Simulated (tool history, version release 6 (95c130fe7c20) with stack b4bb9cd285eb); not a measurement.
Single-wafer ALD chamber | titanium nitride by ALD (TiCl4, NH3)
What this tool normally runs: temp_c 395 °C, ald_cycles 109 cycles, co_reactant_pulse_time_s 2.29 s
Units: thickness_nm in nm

run,hour,temp_c,ald_cycles,co_reactant_pulse_time_s,"read-back reference wafer on the same gauge, thickness_nm",thickness_nm
1,0,395,109,2.29,1.923,2.358
2,63.5,395,109,2.29,1.925,2.365
3,105.2,395,109,2.29,1.924,2.356
4,164.4,395,109,2.29,1.926,2.356
5,233.7,390,109,2.29,1.925,2.355
6,301.9,390,109,2.29,1.924,2.362
# hour 358.8: gauge calibrated
7,369.4,390,109,2.29,1.901,2.323
8,418.8,395,109,2.29,1.904,2.347
9,446.5,395,109,2.29,1.907,2.339
10,490.1,395,109,2.29,1.909,2.345
11,535.6,395,109,2.29,1.91,2.34
12,600.4,395,109,2.03,1.914,2.338
13,668.2,395,109,1.84,1.915,2.328
14,718.6,395,109,1.84,1.916,2.347
15,772.3,386,109,2.94,1.917,2.352
# hour 893.6: thermocouple changed; heater temperature recalibrated
16,952.2,395,109,1.84,1.921,2.344
17,1012.9,395,109,2.29,1.922,2.349
18,1063.8,400,124,2.29,1.925,2.687
19,1123.1,383,100,2.95,1.924,2.163
20,1173.5,395,115,1.71,1.924,2.473
21,1242.7,385,109,2.29,1.926,2.336
22,1275.8,395,109,1.8,1.926,2.339
23,1322.3,395,109,2.83,1.926,2.382
24,1355.7,395,109,2.29,1.928,2.356
25,1392,408,103,2.29,1.928,2.247
26,1432.8,395,95,3.17,1.929,2.075
27,1489.9,405,128,1.81,1.929,2.77
28,1549.5,385,109,2.88,1.929,2.359
# hour 1636.5: showerhead replaced
29,1703.9,401,91,2.29,1.93,1.987
30,1737.2,395,99,2.29,1.93,2.14
31,1770.9,389,109,2.6,1.931,2.361
32,1831.5,395,109,1.43,1.931,2.333
33,1895.8,395,109,2.29,1.931,2.376
# hour 1938.8: thermocouple changed; heater temperature recalibrated
34,1939.9,395,109,2.29,1.93,2.375
# hour 1969: gauge calibrated
35,2009.1,395,109,1.8,1.904,2.322
36,2150.7,395,95,2.96,1.912,2.053
37,2220.7,395,130,2.29,1.915,2.798
38,2254.2,405,109,2.29,1.915,2.358

Pick out some run-to-run changes in thickness_nm. Of each, how much would a tool without hidden state show as well, from the settings, what came in and chance, and how much is left for the hidden state and any gauge scatter not in both results compared?
The hidden state here: wafer temperature above the value expected at the setpoint (K); gauge reads high (%).
Run 6 -> 7: gauge calibrated. thickness_nm -0.039 nm: hidden state -0.027, all else -0.012.
Run 18 -> 19: temp_c 400 -> 383, ald_cycles 124 -> 100, co_reactant_pulse_time_s 2.29 -> 2.95. thickness_nm -0.524 nm: hidden state -0.006, all else -0.518.
Run 26 -> 27: temp_c 395 -> 405, ald_cycles 95 -> 128, co_reactant_pulse_time_s 3.17 -> 1.81. thickness_nm +0.695 nm: hidden state +0.01, all else +0.685.
Run 34 -> 35: co_reactant_pulse_time_s 2.29 -> 1.8, gauge calibrated. thickness_nm -0.053 nm: hidden state -0.032, all else -0.021.
Run 36 -> 37: ald_cycles 95 -> 130, co_reactant_pulse_time_s 2.96 -> 2.29. thickness_nm +0.745 nm: hidden state +0.008, all else +0.737.

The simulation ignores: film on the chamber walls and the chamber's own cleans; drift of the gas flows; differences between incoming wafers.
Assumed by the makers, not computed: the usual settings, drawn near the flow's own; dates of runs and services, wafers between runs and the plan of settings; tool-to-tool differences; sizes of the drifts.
